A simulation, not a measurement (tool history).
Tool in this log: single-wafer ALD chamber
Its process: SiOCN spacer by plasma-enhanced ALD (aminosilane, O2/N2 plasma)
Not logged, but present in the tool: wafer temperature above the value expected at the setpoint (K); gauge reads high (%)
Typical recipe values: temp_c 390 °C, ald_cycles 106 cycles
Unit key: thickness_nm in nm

| run | day | temp_c | ald_cycles | wafers since the last listed run | hours since the last thermocouple change | hours since the gauge calibration | read-back reference wafer on the same gauge, thickness_nm | thickness_nm |
|---|---|---|---|---|---|---|---|---|
| 1 | 0 | 390 | 120 | 0 | 895.1 | 1602.3 | 5.273 | 6.633 |
| 2 | 4.179 | 395 | 106 | 204 | 995.4 | 1702.6 | 5.284 | 5.864 |
| 3 | 8.492 | 390 | 106 | 210 | 1098.9 | 1806.1 | 5.29 | 5.875 |
| 4 | 12.171 | 390 | 106 | 179 | 1187.2 | 1894.4 | 5.301 | 5.863 |
| 5 | 15.954 | 390 | 106 | 185 | 1278 | 1985.2 | 5.308 | 5.909 |
| 6 | 17.729 | 390 | 122 | 86 | 1320.6 | 2027.8 | 5.308 | 6.775 |
| 7 | 20.242 | 390 | 122 | 122 | 1380.9 | 2088.1 | 5.319 | 6.781 |
| 8 | 23.2 | 390 | 122 | 144 | 1451.9 | 2159.1 | 5.329 | 6.791 |
| 9 | 27.383 | 390 | 106 | 204 | 1552.3 | 2259.5 | 5.336 | 5.907 |
| 10 | 30.512 | 390 | 106 | 153 | 1627.4 | 2334.6 | 5.346 | 5.952 |
| 11 | 33.104 | 382 | 106 | 126 | 1689.6 | 2396.8 | 5.348 | 5.921 |
| 12 | 37.233 | 400 | 106 | 201 | 1788.7 | 2495.9 | 5.363 | 5.941 |
|  | 37.704 | thermocouple changed; heater temperature recalibrated |
| 13 | 39.567 | 395 | 99 | 97 | 44.7 | 2551.9 | 5.369 | 5.567 |
| 14 | 41.492 | 395 | 99 | 94 | 90.9 | 2598.1 | 5.372 | 5.556 |
| 15 | 43.604 | 376 | 106 | 103 | 141.6 | 2648.8 | 5.381 | 5.968 |
| 16 | 46.242 | 384 | 122 | 128 | 204.9 | 2712.1 | 5.393 | 6.888 |
| 17 | 48.775 | 390 | 106 | 123 | 265.7 | 2772.9 | 5.398 | 5.998 |
|  | 49.35 | gauge calibrated |
| 18 | 50.421 | 381 | 98 | 80 | 305.2 | 25.7 | 5.211 | 5.36 |
| 19 | 53.392 | 378 | 114 | 145 | 376.5 | 97 | 5.213 | 6.235 |
| 20 | 54.979 | 386 | 121 | 77 | 414.6 | 135.1 | 5.213 | 6.63 |
| 21 | 56.667 | 401 | 92 | 82 | 455.1 | 175.6 | 5.211 | 4.994 |
| 22 | 60.758 | 401 | 100 | 200 | 553.3 | 273.8 | 5.216 | 5.422 |
| 23 | 62.512 | 395 | 99 | 85 | 595.4 | 315.9 | 5.215 | 5.391 |
| 24 | 75.717 | 390 | 106 | 645 | 912.3 | 632.8 | 5.223 | 5.771 |
| 25 | 77.433 | 381 | 127 | 83 | 953.5 | 674 | 5.219 | 6.955 |
| 26 | 84.962 | 394 | 117 | 368 | 1134.2 | 854.7 | 5.233 | 6.417 |
| 27 | 88.529 | 384 | 106 | 174 | 1219.8 | 940.3 | 5.238 | 5.829 |
| 28 | 91.158 | 385 | 106 | 128 | 1282.9 | 1003.4 | 5.235 | 5.81 |
| 29 | 93.825 | 383 | 95 | 130 | 1346.9 | 1067.4 | 5.237 | 5.225 |

Here are 5 independent what-if runs from the current tool condition. What would each one return?
| A | 93.85 | 390 | 121 | 1 | 1347.5 | 1068 | ? | ? |
| B | 93.85 | 383 | 120 | 1 | 1347.5 | 1068 | ? | ? |
| C | 93.85 | 390 | 99 | 1 | 1347.5 | 1068 | ? | ? |
| D | 93.85 | 384 | 100 | 1 | 1347.5 | 1068 | ? | ? |
| E | 93.85 | 400 | 124 | 1 | 1347.5 | 1068 | ? | ? |

| run | read-back reference wafer on the same gauge, thickness_nm | thickness_nm |
|---|---|---|
| A | 5.236 | 6.625 |
| B | 5.236 | 6.57 |
| C | 5.236 | 5.42 |
| D | 5.236 | 5.475 |
| E | 5.236 | 6.766 |
The same runs, with their run-to-run variation unchanged, on a tool lacking any hidden condition would have given:
| run | thickness_nm |
|---|---|
| A | 6.561 |
| B | 6.506 |
| C | 5.368 |
| D | 5.422 |
| E | 6.701 |
